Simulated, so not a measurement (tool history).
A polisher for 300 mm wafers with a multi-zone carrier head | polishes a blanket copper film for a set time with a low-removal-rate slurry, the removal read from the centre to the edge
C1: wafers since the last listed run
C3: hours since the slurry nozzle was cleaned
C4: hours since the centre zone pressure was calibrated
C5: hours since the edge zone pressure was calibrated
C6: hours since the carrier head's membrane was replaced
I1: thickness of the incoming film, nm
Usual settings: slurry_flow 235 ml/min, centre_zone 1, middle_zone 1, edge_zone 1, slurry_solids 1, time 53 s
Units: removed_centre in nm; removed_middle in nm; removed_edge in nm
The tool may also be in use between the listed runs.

run 1 hour=0 | slurry_flow=235 centre_zone=1 middle_zone=1 edge_zone=0.91 slurry_solids=1 time=53 | C1=0 wafers_polished_on_this_pad=1114 C3=131.5 C4=519.6 C5=1233.7 C6=1101.5 | I1=645.2 | removed_centre=159.9 removed_middle=161.2 removed_edge=156.1
-- hour=24.3 edge zone pressure recalibrated
run 2 hour=24.8 | slurry_flow=235 centre_zone=1 middle_zone=1 edge_zone=1 slurry_solids=1 time=53 | C1=205 wafers_polished_on_this_pad=1320 C3=156.3 C4=544.4 C5=0.5 C6=1126.3 | I1=647.3 | removed_centre=153 removed_middle=156.3 removed_edge=159.7
-- hour=44.7 slurry nozzle cleaned
-- hour=53.6 worn pad replaced by a new one
run 3 hour=54.1 | slurry_flow=235 centre_zone=0.92 middle_zone=1 edge_zone=1 slurry_solids=1 time=53 | C1=218 wafers_polished_on_this_pad=4 C3=9.4 C4=573.7 C5=29.8 C6=1155.6 | I1=647.1 | removed_centre=159.7 removed_middle=171.1 removed_edge=173.7
run 4 hour=71.8 | slurry_flow=235 centre_zone=1 middle_zone=1 edge_zone=1 slurry_solids=1 time=53 | C1=159 wafers_polished_on_this_pad=164 C3=27.1 C4=591.4 C5=47.5 C6=1173.3 | I1=643.4 | removed_centre=167.1 removed_middle=171.5 removed_edge=169
run 5 hour=90.9 | slurry_flow=235 centre_zone=1 middle_zone=1 edge_zone=1 slurry_solids=1 time=53 | C1=172 wafers_polished_on_this_pad=336 C3=46.2 C4=610.5 C5=66.6 C6=1192.4 | I1=627.2 | removed_centre=168.3 removed_middle=169.4 removed_edge=170.4
run 6 hour=108.2 | slurry_flow=185 centre_zone=1 middle_zone=0.92 edge_zone=0.97 slurry_solids=1 time=66 | C1=155 wafers_polished_on_this_pad=491 C3=63.5 C4=627.8 C5=83.9 C6=1209.7 | I1=644.3 | removed_centre=202 removed_middle=188.5 removed_edge=198.7
run 7 hour=137.9 | slurry_flow=310 centre_zone=0.96 middle_zone=0.94 edge_zone=1 slurry_solids=1 time=47 | C1=267 wafers_polished_on_this_pad=759 C3=93.2 C4=657.5 C5=113.6 C6=1239.4 | I1=634.8 | removed_centre=146.7 removed_middle=143 removed_edge=148.8
-- hour=148.7 carrier head's membrane replaced by a new one
run 8 hour=154.8 | slurry_flow=235 centre_zone=1 middle_zone=0.95 edge_zone=1 slurry_solids=1 time=53 | C1=107 wafers_polished_on_this_pad=866 C3=110.1 C4=674.4 C5=130.5 C6=6.1 | I1=630 | removed_centre=164.1 removed_middle=155.7 removed_edge=163.6
run 9 hour=176.4 | slurry_flow=195 centre_zone=1 middle_zone=1 edge_zone=1 slurry_solids=1.25 time=53 | C1=194 wafers_polished_on_this_pad=1061 C3=131.7 C4=696 C5=152.1 C6=27.7 | I1=641.3 | removed_centre=165.7 removed_middle=168 removed_edge=171
run 10 hour=207.6 | slurry_flow=235 centre_zone=1 middle_zone=1 edge_zone=1 slurry_solids=1 time=53 | C1=280 wafers_polished_on_this_pad=1342 C3=162.9 C4=727.2 C5=183.3 C6=58.9 | I1=641.5 | removed_centre=154.7 removed_middle=154.1 removed_edge=154
-- hour=224.3 worn pad replaced by a new one
run 11 hour=229.3 | slurry_flow=235 centre_zone=0.92 middle_zone=1 edge_zone=1.11 slurry_solids=1 time=40 | C1=159 wafers_polished_on_this_pad=45 C3=184.6 C4=748.9 C5=205 C6=80.6 | I1=628.7 | removed_centre=114 removed_middle=122.4 removed_edge=129.1
run 12 hour=252.3 | slurry_flow=235 centre_zone=1.03 middle_zone=0.96 edge_zone=1 slurry_solids=1 time=43 | C1=207 wafers_polished_on_this_pad=252 C3=207.6 C4=771.9 C5=228 C6=103.6 | I1=629.6 | removed_centre=127.2 removed_middle=122.3 removed_edge=128.8
-- hour=262.5 slurry nozzle cleaned
run 13 hour=268.5 | slurry_flow=235 centre_zone=1 middle_zone=1 edge_zone=1 slurry_solids=1 time=38 | C1=136 wafers_polished_on_this_pad=389 C3=6 C4=788.1 C5=244.2 C6=119.8 | I1=647.5 | removed_centre=119.4 removed_middle=120.9 removed_edge=120.4
-- hour=298.9 centre zone pressure recalibrated
run 14 hour=299.4 | slurry_flow=165 centre_zone=1 middle_zone=0.89 edge_zone=0.97 slurry_solids=1.15 time=53 | C1=260 wafers_polished_on_this_pad=649 C3=36.9 C4=0.5 C5=275.1 C6=150.7 | I1=636.8 | removed_centre=164 removed_middle=153.6 removed_edge=167.1
run 15 hour=323.9 | slurry_flow=235 centre_zone=1 middle_zone=1 edge_zone=1 slurry_solids=1 time=53 | C1=220 wafers_polished_on_this_pad=870 C3=61.4 C4=25 C5=299.6 C6=175.2 | I1=631.7 | removed_centre=166.9 removed_middle=162.3 removed_edge=164.5
run 16 hour=340.9 | slurry_flow=235 centre_zone=1 middle_zone=1 edge_zone=1 slurry_solids=0.85 time=38 | C1=153 wafers_polished_on_this_pad=1023 C3=78.4 C4=42 C5=316.6 C6=192.2 | I1=634.9 | removed_centre=108.7 removed_middle=113.4 removed_edge=111.1
run 17 hour=364.7 | slurry_flow=310 centre_zone=0.96 middle_zone=0.94 edge_zone=1 slurry_solids=1 time=47 | C1=214 wafers_polished_on_this_pad=1237 C3=102.2 C4=65.8 C5=340.4 C6=216 | I1=631.7 | removed_centre=142.5 removed_middle=137.7 removed_edge=147.9
-- hour=381.1 worn pad replaced by a new one
run 18 hour=384.6 | slurry_flow=180 centre_zone=1 middle_zone=1.03 edge_zone=1 slurry_solids=1 time=53 | C1=143 wafers_polished_on_this_pad=31 C3=122.1 C4=85.7 C5=360.3 C6=235.9 | I1=642.2 | removed_centre=159 removed_middle=167.9 removed_edge=164.7
run 19 hour=399.7 | slurry_flow=235 centre_zone=0.97 middle_zone=1.07 edge_zone=1 slurry_solids=1 time=53 | C1=135 wafers_polished_on_this_pad=167 C3=137.2 C4=100.8 C5=375.4 C6=251 | I1=643.4 | removed_centre=163.3 removed_middle=176.8 removed_edge=165.6
run 20 hour=434.8 | slurry_flow=235 centre_zone=1 middle_zone=1 edge_zone=1.09 slurry_solids=1 time=53 | C1=316 wafers_polished_on_this_pad=483 C3=172.3 C4=135.9 C5=410.5 C6=286.1 | I1=644.6 | removed_centre=161.7 removed_middle=161.5 removed_edge=172.5
run 21 hour=470.3 | slurry_flow=235 centre_zone=1 middle_zone=0.95 edge_zone=1 slurry_solids=1 time=53 | C1=319 wafers_polished_on_this_pad=803 C3=207.8 C4=171.4 C5=446 C6=321.6 | I1=640.3 | removed_centre=153.6 removed_middle=151.1 removed_edge=156.4

4 ways to go on from here, each from the tool as it stands after run 21. What would each give?
run A hour=470.7 | slurry_flow=235 centre_zone=1 middle_zone=1 edge_zone=1 slurry_solids=1 time=53 | C1=3 wafers_polished_on_this_pad=806 C3=208.2 C4=171.8 C5=446.4 C6=322 | I1=634.3 | removed_centre=? removed_middle=? removed_edge=?
run B hour=470.7 | slurry_flow=300 centre_zone=1.04 middle_zone=1 edge_zone=1.05 slurry_solids=0.85 time=53 | C1=3 wafers_polished_on_this_pad=806 C3=208.2 C4=171.8 C5=446.4 C6=322 | I1=634.3 | removed_centre=? removed_middle=? removed_edge=?
run C hour=470.7 | slurry_flow=235 centre_zone=1 middle_zone=1.05 edge_zone=1 slurry_solids=1 time=44 | C1=3 wafers_polished_on_this_pad=806 C3=208.2 C4=171.8 C5=446.4 C6=322 | I1=634.3 | removed_centre=? removed_middle=? removed_edge=?
run D hour=470.7 | slurry_flow=190 centre_zone=1 middle_zone=0.88 edge_zone=1 slurry_solids=1.15 time=48 | C1=3 wafers_polished_on_this_pad=806 C3=208.2 C4=171.8 C5=446.4 C6=322 | I1=634.3 | removed_centre=? removed_middle=? removed_edge=?

run=A removed_centre=156.3 removed_middle=159.8 removed_edge=161.7
run=B removed_centre=157.8 removed_middle=156.5 removed_edge=160.9
run=C removed_centre=129.8 removed_middle=138.2 removed_edge=134.2
run=D removed_centre=142.5 removed_middle=131.6 removed_edge=149.8
Without the tool's hidden state the same runs would have given:
run=A removed_centre=171.4 removed_middle=174 removed_edge=173.5
run=B removed_centre=171 removed_middle=168.7 removed_edge=171.3
run=C removed_centre=142.3 removed_middle=150.6 removed_edge=143.9
run=D removed_centre=158.2 removed_middle=144.8 removed_edge=161.7

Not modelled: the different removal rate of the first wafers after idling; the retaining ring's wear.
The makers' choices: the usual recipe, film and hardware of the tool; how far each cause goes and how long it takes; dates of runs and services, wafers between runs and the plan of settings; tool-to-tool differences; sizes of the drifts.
